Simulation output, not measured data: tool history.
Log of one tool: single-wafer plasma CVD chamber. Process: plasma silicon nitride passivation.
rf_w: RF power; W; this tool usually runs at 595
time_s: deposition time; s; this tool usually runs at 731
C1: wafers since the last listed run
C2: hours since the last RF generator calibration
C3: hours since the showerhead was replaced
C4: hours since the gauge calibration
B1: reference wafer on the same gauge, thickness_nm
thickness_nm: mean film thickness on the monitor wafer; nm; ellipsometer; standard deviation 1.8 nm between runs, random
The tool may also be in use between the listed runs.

Run 1, hour 0: usual settings; C1 0; C2 2514; C3 2992.8; C4 360; B1 1419.827. Result: thickness_nm 1216.771 nm.
Run 2, hour 23.7: usual settings; C1 59; C2 2537.7; C3 3016.5; C4 383.7; B1 1420.311. Result: thickness_nm 1216.699 nm.
Run 3, hour 38: usual settings but rf_w 505 W, time_s 809 s; C1 35; C2 2552; C3 3030.8; C4 398; B1 1419.4. Result: thickness_nm 1302.116 nm.
Run 4, hour 59.3: usual settings but rf_w 675 W; C1 53; C2 2573.3; C3 3052.1; C4 419.3; B1 1420.274. Result: thickness_nm 1245.708 nm.
Run 5, hour 83.8: usual settings; C1 61; C2 2597.8; C3 3076.6; C4 443.8; B1 1419.726. Result: thickness_nm 1218.242 nm.
Run 6, hour 102.2: usual settings but rf_w 545 W, time_s 646 s; C1 45; C2 2616.2; C3 3095; C4 462.2; B1 1419.778. Result: thickness_nm 1058.246 nm.
Run 7, hour 124.4: usual settings but rf_w 545 W, time_s 646 s; C1 55; C2 2638.4; C3 3117.2; C4 484.4; B1 1420.193. Result: thickness_nm 1056.191 nm.
At hour 174.4: gauge calibrated.
At hour 187.5: RF generator calibrated.
Run 8, hour 229.6: usual settings but rf_w 640 W, time_s 847 s; C1 242; C2 42.1; C3 3222.4; C4 55.2; B1 1420.652. Result: thickness_nm 1430.375 nm.
Run 9, hour 253.1: usual settings but rf_w 640 W, time_s 847 s; C1 58; C2 65.6; C3 3245.9; C4 78.7; B1 1419.56. Result: thickness_nm 1431.7 nm.
Run 10, hour 265.4: usual settings; C1 30; C2 77.9; C3 3258.2; C4 91; B1 1419.874. Result: thickness_nm 1217 nm.
Run 11, hour 300.6: usual settings but rf_w 505 W, time_s 675 s; C1 87; C2 113.1; C3 3293.4; C4 126.2; B1 1420.316. Result: thickness_nm 1086.511 nm.
Run 12, hour 313.5: usual settings but rf_w 685 W, time_s 845 s; C1 32; C2 126; C3 3306.3; C4 139.1; B1 1419.828. Result: thickness_nm 1448.446 nm.
Run 13, hour 336.3: usual settings but rf_w 535 W, time_s 801 s; C1 56; C2 148.8; C3 3329.1; C4 161.9; B1 1419.669. Result: thickness_nm 1308.741 nm.
Run 14, hour 371.5: usual settings but rf_w 660 W, time_s 677 s; C1 87; C2 184; C3 3364.3; C4 197.1; B1 1420.487. Result: thickness_nm 1147.02 nm.
Run 15, hour 385.6: usual settings but rf_w 535 W, time_s 801 s; C1 35; C2 198.1; C3 3378.4; C4 211.2; B1 1419.674. Result: thickness_nm 1305.014 nm.
At hour 394.5: showerhead replaced.
Run 16, hour 412.6: usual settings but rf_w 530 W; C1 47; C2 225.1; C3 18.1; C4 238.2; B1 1420.049. Result: thickness_nm 1189.781 nm.
Run 17, hour 442.7: usual settings but rf_w 690 W, time_s 843 s; C1 75; C2 255.2; C3 48.2; C4 268.3; B1 1419.883. Result: thickness_nm 1445.269 nm.
Run 18, hour 467.8: usual settings but rf_w 690 W, time_s 843 s; C1 62; C2 280.3; C3 73.3; C4 293.4; B1 1420.077. Result: thickness_nm 1446.602 nm.
Run 19, hour 480.8: usual settings; C1 32; C2 293.3; C3 86.3; C4 306.4; B1 1419.804. Result: thickness_nm 1215.527 nm.
Run 20, hour 494.8: usual settings but rf_w 660 W, time_s 677 s; C1 34; C2 307.3; C3 100.3; C4 320.4; B1 1419.651. Result: thickness_nm 1149.986 nm.

Run 21 has not been measured yet. What should we expect?
Run 21, hour 529.7: usual settings but time_s 829 s; C1 87; C2 342.2; C3 135.2; C4 355.3; B1 ?. Result: thickness_nm ?.

B1: 1420.076
thickness_nm: 1379.259 nm
If the tool had no hidden condition, the same run with the same run-to-run variation would have returned thickness_nm 1379.259 nm.

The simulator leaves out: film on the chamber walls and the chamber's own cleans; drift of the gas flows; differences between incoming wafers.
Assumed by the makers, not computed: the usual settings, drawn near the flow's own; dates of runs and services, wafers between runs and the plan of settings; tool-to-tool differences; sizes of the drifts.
